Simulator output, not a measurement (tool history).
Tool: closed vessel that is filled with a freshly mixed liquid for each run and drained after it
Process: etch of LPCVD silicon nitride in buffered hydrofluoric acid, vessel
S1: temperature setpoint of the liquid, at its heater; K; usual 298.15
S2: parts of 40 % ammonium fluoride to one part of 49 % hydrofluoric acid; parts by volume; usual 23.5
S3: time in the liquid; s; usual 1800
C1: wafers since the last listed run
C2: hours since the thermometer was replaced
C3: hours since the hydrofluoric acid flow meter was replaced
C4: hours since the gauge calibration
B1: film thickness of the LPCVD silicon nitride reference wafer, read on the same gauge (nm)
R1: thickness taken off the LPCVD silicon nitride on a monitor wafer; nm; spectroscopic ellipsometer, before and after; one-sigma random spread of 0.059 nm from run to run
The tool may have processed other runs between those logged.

run	hour	S1	S2	S3	C1	C2	C3	C4	B1	R1
1	0.0	298.15	28.0	2105	0	2048.5	1022.7	172.0	109.98	12.04
2	13.0	298.15	28.0	2105	708	2061.5	1035.7	185.0	110.00	12.04
3	27.5	298.15	28.0	2105	790	2076.0	1050.2	199.5	109.97	11.97
4	35.8	301.65	23.5	1800	452	2084.3	1058.5	207.8	109.98	14.07
5	49.7	301.65	23.5	1800	757	2098.2	1072.4	221.7	110.01	14.12
6	66.7	298.15	23.5	1800	926	2115.2	1089.4	238.7	109.99	11.66
7	83.8	298.15	23.5	1800	932	2132.3	1106.5	255.8	109.99	11.68
8	93.9	298.15	27.0	1800	550	2142.4	1116.6	265.9	110.02	10.63
# hour 100.5: gauge calibrated
9	106.9	298.15	27.0	1800	708	2155.4	1129.6	6.4	109.99	10.64
10	119.2	296.15	23.5	2665	670	2167.7	1141.9	18.7	110.02	15.40
11	127.6	298.15	23.5	1800	458	2176.1	1150.3	27.1	109.98	11.57
# hour 139.7: hydrofluoric acid flow meter replaced
12	141.0	300.15	29.5	2730	676	2189.5	1.3	40.5	110.01	15.49
# hour 147.3: thermometer replaced
13	171.0	302.15	29.5	890	1581	23.7	31.3	70.5	110.01	5.64
# hour 178.5: hydrofluoric acid flow meter replaced, repeated, since the last time left the tool worse
14	184.4	298.15	23.5	1800	676	37.1	5.9	83.9	110.05	12.45
15	196.5	298.15	23.5	1800	659	49.2	18.0	96.0	109.99	12.35
16	212.5	298.15	18.0	2515	872	65.2	34.0	112.0	110.00	21.14
17	229.5	296.65	17.5	2435	926	82.2	51.0	129.0	110.00	19.46
18	261.7	302.65	29.0	2875	1755	114.4	83.2	161.2	109.96	21.58
19	274.0	302.65	29.0	2875	670	126.7	95.5	173.5	109.97	21.64

Results per run with the tool's hidden condition removed, run-to-run variation unchanged:
Unlogged tool condition in this case: liquid hotter than its thermometer reads (K); hydrofluoric acid flow below the setpoint (%); gauge reads high (%).
run	R1
1	12.95
2	12.96
3	12.91
4	15.05
5	15.12
6	12.50
7	12.53
8	11.41
9	11.43
10	16.57
11	12.45
12	18.11
13	6.61
14	12.59
15	12.50
16	21.53
17	19.85
18	21.91
19	21.99
